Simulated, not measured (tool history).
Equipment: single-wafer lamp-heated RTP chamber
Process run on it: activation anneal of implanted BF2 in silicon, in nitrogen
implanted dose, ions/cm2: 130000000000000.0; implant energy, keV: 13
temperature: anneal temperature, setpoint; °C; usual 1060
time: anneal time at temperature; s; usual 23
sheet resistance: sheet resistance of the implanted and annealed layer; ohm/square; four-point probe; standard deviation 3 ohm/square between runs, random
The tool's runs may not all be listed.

| run | hour | temperature | time | read-back reference wafer on the same gauge, sheet resistance | sheet resistance |
|---|---|---|---|---|---|
| 1 | 0 | 1060 | 19 | 881.56 | 870.15 |
| 2 | 28.5 | 1060 | 23 | 880.97 | 865.43 |
| 3 | 54.5 | 1060 | 23 | 880.15 | 868.96 |
| 4 | 77.8 | 1060 | 23 | 881.09 | 867.3 |
| 5 | 101.4 | 1060 | 23 | 880.67 | 870.9 |
| 6 | 116 | 1060 | 23 | 880.15 | 866.08 |
| 7 | 137.3 | 1060 | 23 | 880.46 | 865.82 |
| 8 | 167 | 1045 | 26 | 880.41 | 869.84 |
| 9 | 188 | 1045 | 26 | 881.37 | 872.79 |
| 10 | 227.5 | 1045 | 26 | 880.13 | 876.56 |
| 11 | 243.6 | 1060 | 23 | 880.37 | 868.88 |
| 12 | 262.7 | 1060 | 23 | 880.9 | 863.85 |
| 13 | 308.1 | 1060 | 23 | 880.71 | 866.79 |
| 14 | 336.2 | 1060 | 23 | 880.64 | 868.3 |
| 15 | 354.5 | 1060 | 23 | 881 | 868 |
| 16 | 383.7 | 1060 | 23 | 881.38 | 864.4 |
| 17 | 417 | 1052 | 18 | 881.49 | 879.13 |
| 18 | 450.1 | 1052 | 18 | 881.75 | 876.11 |
| 19 | 480.2 | 1060 | 23 | 880.74 | 864.8 |
| 20 | 493.2 | 1069 | 14 | 881.5 | 882.03 |
| 21 | 508.8 | 1045 | 26 | 880.84 | 868.09 |
| 22 | 541.1 | 1060 | 23 | 880.33 | 859.79 |
| 23 | 554.2 | 1039 | 27 | 881.15 | 874.22 |
| 24 | 573.5 | 1045 | 26 | 881.9 | 873.21 |
| 25 | 602.5 | 1046 | 19 | 880.4 | 878.7 |
| 26 | 643.8 | 1041 | 34 | 881.24 | 868.12 |
| 27 | 676.8 | 1060 | 32 | 881.42 | 854.59 |
| 28 | 696.9 | 1037 | 19 | 880.36 | 880.21 |
| 29 | 728.3 | 1068 | 32 | 881.7 | 851.97 |
| 30 | 760.2 | 1060 | 23 | 880.36 | 866.81 |
| 31 | 779 | 1060 | 11 | 880.46 | 891.66 |
| 32 | 798.6 | 1060 | 30 | 881.1 | 855.95 |
| 33 | 811.4 | 1075 | 23 | 881.43 | 861.27 |
| 34 | 847.3 | 1037 | 23 | 880.49 | 880.86 |
| 35 | 883.1 | 1077 | 17 | 882.78 | 864.69 |
| 36 | 913.5 | 1085 | 33 | 881.15 | 831.94 |
| 37 | 945.6 | 1060 | 23 | 881.19 | 864.65 |

Put back what was entered between runs (7 entries, withheld): which listed runs does each sit between, and how does the hidden state differ from the listed run before to the listed run after?
In the gap between runs 7 and 8: pyrometer window cleaned and pyrometer calibrated (hour 146.6)
  nothing in the hidden state changes from one run to the other
In the gap between runs 14 and 15: pyrometer window cleaned and pyrometer calibrated (hour 351.6)
  nothing in the hidden state changes from one run to the other
In the gap between runs 21 and 22: pyrometer window cleaned and pyrometer calibrated (hour 532.8)
  nothing in the hidden state changes from one run to the other
In the gap between runs 28 and 29: reflector plate cleaned (hour 717.1)
  nothing in the hidden state changes from one run to the other
In the gap between runs 29 and 30: gauge calibrated (hour 729.2); pyrometer window cleaned and pyrometer calibrated (hour 741.5)
  nothing in the hidden state changes from one run to the other
In the gap between runs 36 and 37: pyrometer window cleaned and pyrometer calibrated (hour 936.4)
  nothing in the hidden state changes from one run to the other

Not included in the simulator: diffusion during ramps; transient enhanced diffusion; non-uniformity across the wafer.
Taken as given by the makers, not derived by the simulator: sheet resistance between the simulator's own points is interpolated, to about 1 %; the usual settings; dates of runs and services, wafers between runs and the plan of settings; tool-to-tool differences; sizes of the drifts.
